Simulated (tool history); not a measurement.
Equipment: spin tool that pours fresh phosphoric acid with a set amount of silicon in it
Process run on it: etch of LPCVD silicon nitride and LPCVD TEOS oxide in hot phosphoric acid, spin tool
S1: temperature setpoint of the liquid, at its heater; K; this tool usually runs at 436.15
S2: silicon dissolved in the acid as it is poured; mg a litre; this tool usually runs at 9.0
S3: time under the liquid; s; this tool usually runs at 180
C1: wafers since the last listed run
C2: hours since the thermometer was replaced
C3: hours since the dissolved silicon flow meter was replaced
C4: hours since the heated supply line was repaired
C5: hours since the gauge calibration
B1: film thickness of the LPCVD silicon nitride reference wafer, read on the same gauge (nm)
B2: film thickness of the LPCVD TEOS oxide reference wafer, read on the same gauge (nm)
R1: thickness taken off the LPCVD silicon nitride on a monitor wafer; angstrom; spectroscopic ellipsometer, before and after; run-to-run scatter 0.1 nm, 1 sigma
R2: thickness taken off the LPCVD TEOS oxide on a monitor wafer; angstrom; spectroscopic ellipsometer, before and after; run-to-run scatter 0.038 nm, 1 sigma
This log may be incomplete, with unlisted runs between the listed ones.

run	hour	S1	S2	S3	C1	C2	C3	C4	C5	B1	B2	R1	R2
1	0.0	436.15	9.0	180	0	721.2	445.8	124.9	456.1	30.39	91.185	176.1	5.05
2	85.4	436.15	9.0	180	837	806.6	531.2	210.3	541.5	30.52	91.483	174.9	5.39
# hour 98.7: dissolved silicon flow meter replaced
3	127.5	436.15	9.0	180	403	848.7	28.8	252.4	583.6	30.55	91.633	176.1	4.44
4	227.0	436.15	9.0	180	976	948.2	128.3	351.9	683.1	30.65	91.996	178.0	4.97
# hour 296.1: thermometer replaced
5	308.9	436.65	9.0	180	793	12.8	210.2	433.8	765.0	30.77	92.286	182.2	4.67
# hour 324.6: gauge calibrated
6	354.8	436.65	9.0	180	450	58.7	256.1	479.7	30.2	30.16	90.502	176.7	5.13
7	455.5	436.15	9.0	125	987	159.4	356.8	580.4	130.9	30.30	90.848	122.8	3.26
# hour 505.2: heated supply line repaired
8	563.5	436.15	9.0	125	1049	267.4	464.8	58.3	238.9	30.41	91.264	122.1	3.34
9	624.3	436.15	9.0	180	596	328.2	525.6	119.1	299.7	30.46	91.441	177.6	4.29

Expected results for the next run?
10	661.8	434.15	4.5	120	367	365.7	563.1	156.6	337.2	?	?	?	?

B1: 30.55
B2: 91.582
R1: 110.7 angstrom
R2: 3.08 angstrom
With the hidden condition absent and the run-to-run variation left alone, this run would have shown R1 108.8 angstrom, R2 3.03 angstrom.
